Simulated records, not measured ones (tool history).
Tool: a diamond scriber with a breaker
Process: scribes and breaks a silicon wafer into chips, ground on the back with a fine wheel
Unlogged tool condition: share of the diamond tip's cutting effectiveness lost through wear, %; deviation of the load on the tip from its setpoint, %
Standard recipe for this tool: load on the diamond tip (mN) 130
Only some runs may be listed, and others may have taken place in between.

run,hour,load on the diamond tip (mN),wafers since the last listed run,hours since the diamond tip was replaced,hours since the load on the tip was calibrated,"incoming depth of the damage left on the back of the incoming wafer, um",depth of the median crack under the scribed line (µm),chips rejected at inspection after the break (%)
1,0,130,0,29.6,368.3,2.25,14.92,2.05
# hour 21.9: load on the tip recalibrated
2,24,130,70,53.6,2.1,2.16,14.72,2.1
3,44.3,130,64,73.9,22.4,2.23,14.77,2.02
4,79.2,130,111,108.8,57.3,2.94,14.74,2.46
5,108.8,130,94,138.4,86.9,1.77,14.87,1.82
6,129.2,130,65,158.8,107.3,2.8,14.56,2.38
7,151.6,145,71,181.2,129.7,2.36,15.89,2.07
8,170.4,145,60,200,148.5,1.55,15.55,1.84
9,203.7,130,106,233.3,181.8,2.44,14.83,2.38
# hour 213.5: diamond tip replaced by a new one
10,233.3,130,88,19.8,211.4,1.63,14.99,1.79
11,268.7,154,113,55.2,246.8,2.59,16.07,2.64
12,296,154,87,82.5,274.1,1.69,16.34,2.9
13,400.8,154,334,187.3,378.9,2.88,16.44,3.39
14,419.7,118,60,206.2,397.8,1.87,13.92,1.82
15,448.5,118,92,235,426.6,1.79,14.01,2.3
# hour 475.8: load on the tip recalibrated
16,478.7,157,90,265.2,2.9,2.92,16.7,3.28
17,501.1,157,71,287.6,25.3,2.95,16.48,3.59
# hour 507.9: diamond tip replaced by a new one
18,528.7,101,81,20.8,52.9,2.14,12.6,3.87
19,560.7,130,102,52.8,84.9,2.93,14.79,2.51
20,581.7,130,67,73.8,105.9,2.96,14.99,2.03
21,615.6,130,108,107.7,139.8,1.62,15.06,1.92
22,633.7,104,57,125.8,157.9,1.93,13.08,3.98
23,657.3,106,75,149.4,181.5,2.57,13.36,3.95
24,689.6,143,103,181.7,213.8,2.99,15.82,2.57
25,722.7,130,105,214.8,246.9,1.56,15.19,1.6
26,741.7,154,60,233.8,265.9,1.78,16.51,3.08
27,756.7,146,47,248.8,280.9,2.88,15.9,2.53
# hour 760: diamond tip replaced by a new one
28,782.9,114,77,22.9,307.1,2.89,13.88,3.35
29,798.2,98,48,38.2,322.4,2.62,12.47,4.91
30,815.6,108,55,55.6,339.8,2.18,13.31,3.06
31,835.7,91,64,75.7,359.9,1.6,11.93,5.91
32,863.8,115,89,103.8,388,1.71,13.55,2.45
33,880.1,92,52,120.1,404.3,2.14,11.85,6.14
34,911.4,96,100,151.4,435.6,2.43,12.24,5.09
35,935.4,113,76,175.4,459.6,1.79,13.54,2.68
36,965.4,92,95,205.4,489.6,1.77,12.04,5.76
# hour 980.8: load on the tip recalibrated
# hour 985.7: diamond tip replaced by a new one
37,992,158,72,6.3,11.2,2.03,16.61,3.35
38,1017.1,109,80,31.4,36.3,1.83,13.07,2.93
39,1051.7,162,110,66,70.9,1.55,16.9,3.29
40,1069.7,130,57,84,88.9,1.74,14.85,1.76
41,1086.8,119,54,101.1,106,2.84,14.02,2.67

Hidden state, per run?
share of the diamond tip's cutting effectiveness lost through wear, %: 0 at every run
deviation of the load on the tip from its setpoint, %: 0 at every run

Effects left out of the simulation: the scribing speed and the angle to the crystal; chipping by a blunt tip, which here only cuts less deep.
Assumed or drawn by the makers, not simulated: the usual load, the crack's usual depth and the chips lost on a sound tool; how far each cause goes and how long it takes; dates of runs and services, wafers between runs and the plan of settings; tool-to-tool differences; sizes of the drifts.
